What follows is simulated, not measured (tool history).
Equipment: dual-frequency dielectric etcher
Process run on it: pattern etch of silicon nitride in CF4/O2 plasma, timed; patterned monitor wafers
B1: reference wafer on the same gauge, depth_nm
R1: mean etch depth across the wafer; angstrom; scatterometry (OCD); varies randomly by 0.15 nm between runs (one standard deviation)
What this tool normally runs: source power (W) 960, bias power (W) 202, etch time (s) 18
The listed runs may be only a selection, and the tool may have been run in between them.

run 1 hour=0 | source_power_(W)=960 bias_power_(W)=202 etch_time_(s)=18 | B1=65 | R1=687
run 2 hour=36.3 | source_power_(W)=860 bias_power_(W)=202 etch_time_(s)=18 | B1=65 | R1=611
run 3 hour=87.6 | source_power_(W)=860 bias_power_(W)=202 etch_time_(s)=18 | B1=65 | R1=608
-- hour=194.2 wet clean of the chamber
run 4 hour=194.7 | source_power_(W)=960 bias_power_(W)=202 etch_time_(s)=18 | B1=65 | R1=684
run 5 hour=259 | source_power_(W)=960 bias_power_(W)=202 etch_time_(s)=18 | B1=65 | R1=684
run 6 hour=349 | source_power_(W)=960 bias_power_(W)=202 etch_time_(s)=18 | B1=65 | R1=686
run 7 hour=416.2 | source_power_(W)=960 bias_power_(W)=202 etch_time_(s)=18 | B1=65 | R1=686
run 8 hour=482 | source_power_(W)=960 bias_power_(W)=202 etch_time_(s)=18 | B1=65 | R1=684
run 9 hour=581.3 | source_power_(W)=960 bias_power_(W)=202 etch_time_(s)=18 | B1=65 | R1=678
run 10 hour=637.1 | source_power_(W)=960 bias_power_(W)=202 etch_time_(s)=18 | B1=65 | R1=680
run 11 hour=715.7 | source_power_(W)=960 bias_power_(W)=202 etch_time_(s)=18 | B1=65 | R1=679
run 12 hour=760.6 | source_power_(W)=960 bias_power_(W)=202 etch_time_(s)=18 | B1=65 | R1=681
run 13 hour=856.8 | source_power_(W)=1140 bias_power_(W)=168 etch_time_(s)=23 | B1=65 | R1=951
-- hour=934.6 upper electrode replaced
-- hour=952.5 wet clean of the chamber
run 14 hour=1070.4 | source_power_(W)=1060 bias_power_(W)=219 etch_time_(s)=13.5 | B1=65 | R1=584
run 15 hour=1123.3 | source_power_(W)=1180 bias_power_(W)=202 etch_time_(s)=18 | B1=65 | R1=840
run 16 hour=1191.8 | source_power_(W)=960 bias_power_(W)=202 etch_time_(s)=18 | B1=65 | R1=676
-- hour=1279.5 gauge calibrated
-- hour=1434.5 bias power generator calibrated
run 17 hour=1501.4 | source_power_(W)=1120 bias_power_(W)=222 etch_time_(s)=16.5 | B1=65 | R1=756
run 18 hour=1584.6 | source_power_(W)=960 bias_power_(W)=247 etch_time_(s)=20.5 | B1=65 | R1=841
-- hour=1628 wet clean of the chamber
run 19 hour=1640.4 | source_power_(W)=960 bias_power_(W)=202 etch_time_(s)=13.5 | B1=65 | R1=504
run 20 hour=1684.8 | source_power_(W)=960 bias_power_(W)=231 etch_time_(s)=14.5 | B1=65 | R1=576
-- hour=1711.6 source power generator calibrated
run 21 hour=1848.7 | source_power_(W)=960 bias_power_(W)=241 etch_time_(s)=13.5 | B1=65 | R1=560
run 22 hour=1921.2 | source_power_(W)=960 bias_power_(W)=239 etch_time_(s)=18 | B1=65 | R1=741
run 23 hour=2006.2 | source_power_(W)=960 bias_power_(W)=202 etch_time_(s)=15 | B1=65 | R1=574
run 24 hour=2054.2 | source_power_(W)=810 bias_power_(W)=164 etch_time_(s)=16.5 | B1=65 | R1=475
run 25 hour=2147.9 | source_power_(W)=1070 bias_power_(W)=223 etch_time_(s)=20 | B1=65 | R1=894
run 26 hour=2201.3 | source_power_(W)=960 bias_power_(W)=202 etch_time_(s)=13.5 | B1=65 | R1=514
run 27 hour=2293.7 | source_power_(W)=960 bias_power_(W)=202 etch_time_(s)=13.5 | B1=65 | R1=514
-- hour=2370.8 wet clean of the chamber
run 28 hour=2376 | source_power_(W)=960 bias_power_(W)=162 etch_time_(s)=18 | B1=65 | R1=618
run 29 hour=2526.8 | source_power_(W)=960 bias_power_(W)=202 etch_time_(s)=18 | B1=65 | R1=683

5 options for the next run, each taken on its own from the tool as it stands now. Forecast them:
run A hour=2527.2 | source_power_(W)=960 bias_power_(W)=202 etch_time_(s)=18 | B1=? | R1=?
run B hour=2527.2 | source_power_(W)=960 bias_power_(W)=245 etch_time_(s)=14 | B1=? | R1=?
run C hour=2527.2 | source_power_(W)=1100 bias_power_(W)=243 etch_time_(s)=18 | B1=? | R1=?
run D hour=2527.2 | source_power_(W)=1100 bias_power_(W)=223 etch_time_(s)=18 | B1=? | R1=?
run E hour=2527.2 | source_power_(W)=810 bias_power_(W)=174 etch_time_(s)=19.5 | B1=? | R1=?

run=A B1=65 R1=682
run=B B1=65 R1=580
run=C B1=65 R1=854
run=D B1=65 R1=821
run=E B1=65 R1=575
What these runs would have given with no unlogged condition in the tool:
run=A R1=687
run=B R1=585
run=C R1=861
run=D R1=827
run=E R1=580
